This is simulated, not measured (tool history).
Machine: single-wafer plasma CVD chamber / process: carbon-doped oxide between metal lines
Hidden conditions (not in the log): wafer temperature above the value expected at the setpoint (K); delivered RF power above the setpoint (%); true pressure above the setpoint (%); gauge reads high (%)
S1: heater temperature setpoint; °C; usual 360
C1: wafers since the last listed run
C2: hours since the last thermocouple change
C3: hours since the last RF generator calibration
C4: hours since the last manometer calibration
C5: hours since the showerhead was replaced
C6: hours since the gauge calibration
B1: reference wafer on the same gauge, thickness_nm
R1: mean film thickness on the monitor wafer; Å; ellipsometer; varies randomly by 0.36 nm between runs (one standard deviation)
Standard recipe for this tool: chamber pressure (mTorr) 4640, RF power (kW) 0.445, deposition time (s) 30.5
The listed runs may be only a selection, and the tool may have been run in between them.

Run 1, day 0: usual settings; C1 0; C2 597; C3 1868.3; C4 2185.3; C5 2227.2; C6 383.8; B1 145.015. Result: R1 1396.23 Å.
Run 2, day 0.704: usual settings but S1 356 °C, RF power (kW) 0.395; C1 333; C2 613.9; C3 1885.2; C4 2202.2; C5 2244.1; C6 400.7; B1 144.943. Result: R1 1242.42 Å.
Run 3, day 2.004: usual settings but S1 348 °C; C1 616; C2 645.1; C3 1916.4; C4 2233.4; C5 2275.3; C6 431.9; B1 145.014. Result: R1 1436.43 Å.
Run 4, day 3.308: usual settings but deposition time (s) 29.2; C1 618; C2 676.4; C3 1947.7; C4 2264.7; C5 2306.6; C6 463.2; B1 145. Result: R1 1333.73 Å.
At day 4.262: showerhead replaced.
Run 5, day 4.708: usual settings but deposition time (s) 29.2; C1 505; C2 710; C3 1981.3; C4 2298.3; C5 10.7; C6 496.8; B1 145.001. Result: R1 1332.15 Å.
At day 6.017: capacitance manometer re-zeroed and calibrated.
Run 6, day 6.204: usual settings but deposition time (s) 29.2; C1 551; C2 745.9; C3 2017.2; C4 4.5; C5 46.6; C6 532.7; B1 145.007. Result: R1 1331.74 Å.
Run 7, day 7.062: usual settings; C1 407; C2 766.5; C3 2037.8; C4 25.1; C5 67.2; C6 553.3; B1 144.992. Result: R1 1388.48 Å.
Run 8, day 7.833: usual settings but deposition time (s) 28.1; C1 365; C2 785; C3 2056.3; C4 43.6; C5 85.7; C6 571.8; B1 144.994. Result: R1 1278.76 Å.
Run 9, day 9.025: usual settings but deposition time (s) 28.1; C1 565; C2 813.6; C3 2084.9; C4 72.2; C5 114.3; C6 600.4; B1 144.991. Result: R1 1280.11 Å.
Run 10, day 10.212: usual settings but S1 351 °C, RF power (kW) 0.505, deposition time (s) 26.2; C1 563; C2 842.1; C3 2113.4; C4 100.7; C5 142.8; C6 628.9; B1 144.987. Result: R1 1373.3 Å.
Run 11, day 11.517: usual settings but chamber pressure (mTorr) 4320; C1 618; C2 873.4; C3 2144.7; C4 132; C5 174.1; C6 660.2; B1 145.003. Result: R1 1366.17 Å.
Run 12, day 12.754: usual settings but deposition time (s) 29.2; C1 586; C2 903.1; C3 2174.4; C4 161.7; C5 203.8; C6 689.9; B1 144.912. Result: R1 1320.54 Å.
At day 13.788: thermocouple changed; heater temperature recalibrated.
Run 13, day 13.808: usual settings but S1 370 °C, chamber pressure (mTorr) 3750; C1 341; C2 0.5; C3 2199.7; C4 187; C5 229.1; C6 715.2; B1 144.999. Result: R1 1320.81 Å.
Run 14, day 14.8: usual settings but RF power (kW) 0.465; C1 470; C2 24.3; C3 2223.5; C4 210.8; C5 252.9; C6 739; B1 144.982. Result: R1 1433.67 Å.
Run 15, day 15.942: usual settings but chamber pressure (mTorr) 5050, deposition time (s) 27.7; C1 541; C2 51.7; C3 2250.9; C4 238.2; C5 280.3; C6 766.4; B1 145.04. Result: R1 1264.75 Å.
At day 16.767: RF generator calibrated.
Run 16, day 17.367: usual settings but S1 349 °C, deposition time (s) 25.3; C1 517; C2 85.9; C3 14.4; C4 272.4; C5 314.5; C6 800.6; B1 144.96. Result: R1 1279.15 Å.
Run 17, day 18.442: usual settings but S1 348 °C; C1 509; C2 111.7; C3 40.2; C4 298.2; C5 340.3; C6 826.4; B1 144.982. Result: R1 1535.62 Å.
Run 18, day 18.954: usual settings but S1 348 °C, RF power (kW) 0.475; C1 243; C2 124; C3 52.5; C4 310.5; C5 352.6; C6 838.7; B1 145.018. Result: R1 1624.58 Å.
Run 19, day 19.921: usual settings but S1 346 °C, RF power (kW) 0.4; C1 458; C2 147.2; C3 75.7; C4 333.7; C5 375.8; C6 861.9; B1 144.972. Result: R1 1382.72 Å.
Run 20, day 21.396: usual settings; C1 699; C2 182.6; C3 111.1; C4 369.1; C5 411.2; C6 897.3; B1 144.993. Result: R1 1492.39 Å.
At day 21.504: gauge calibrated.
Run 21, day 22.346: usual settings but chamber pressure (mTorr) 5390, RF power (kW) 0.525; C1 450; C2 205.4; C3 133.9; C4 391.9; C5 434; C6 20.2; B1 144.987. Result: R1 1742.85 Å.
Run 22, day 23.4: usual settings but chamber pressure (mTorr) 4340, RF power (kW) 0.52; C1 499; C2 230.7; C3 159.2; C4 417.2; C5 459.3; C6 45.5; B1 144.945. Result: R1 1683.18 Å.
Run 23, day 24.462: usual settings; C1 503; C2 256.2; C3 184.7; C4 442.7; C5 484.8; C6 71; B1 145. Result: R1 1483.31 Å.
Run 24, day 25.725: usual settings but chamber pressure (mTorr) 3740; C1 598; C2 286.5; C3 215; C4 473; C5 515.1; C6 101.3; B1 144.978. Result: R1 1444.31 Å.
Run 25, day 26.338: usual settings but S1 348 °C, RF power (kW) 0.475; C1 290; C2 301.2; C3 229.7; C4 487.7; C5 529.8; C6 116; B1 145.014. Result: R1 1621.13 Å.
Run 26, day 27.812: usual settings but S1 356 °C, RF power (kW) 0.395; C1 699; C2 336.6; C3 265.1; C4 523.1; C5 565.2; C6 151.4; B1 144.985. Result: R1 1329.07 Å.
Run 27, day 28.696: usual settings but RF power (kW) 0.48; C1 418; C2 357.8; C3 286.3; C4 544.3; C5 586.4; C6 172.6; B1 145.005. Result: R1 1584.5 Å.
Run 28, day 29.854: usual settings but deposition time (s) 34.5; C1 549; C2 385.6; C3 314.1; C4 572.1; C5 614.2; C6 200.4; B1 145.065. Result: R1 1671.21 Å.
Run 29, day 30.417: usual settings but chamber pressure (mTorr) 3570, RF power (kW) 0.53, deposition time (s) 25.8; C1 266; C2 399.1; C3 327.6; C4 585.6; C5 627.7; C6 213.9; B1 144.967. Result: R1 1416.9 Å.

Forecast each of these 3 alternatives for the next run:
Run A, day 30.433: usual settings but S1 365 °C; C1 7; C2 399.5; C3 328; C4 586; C5 628.1; C6 214.3; B1 ?. Result: R1 ?.
Run B, day 30.433: usual settings but deposition time (s) 33.9; C1 7; C2 399.5; C3 328; C4 586; C5 628.1; C6 214.3; B1 ?. Result: R1 ?.
Run C, day 30.433: usual settings but chamber pressure (mTorr) 4040; C1 7; C2 399.5; C3 328; C4 586; C5 628.1; C6 214.3; B1 ?. Result: R1 ?.

run       B1       R1
  A  144.964  1462.42
  B  144.964  1640.62
  C  144.964  1455.46
Without the tool's unlogged condition, the same runs would have read:
run       R1
  A  1477.61
  B  1657.66
  C  1470.57
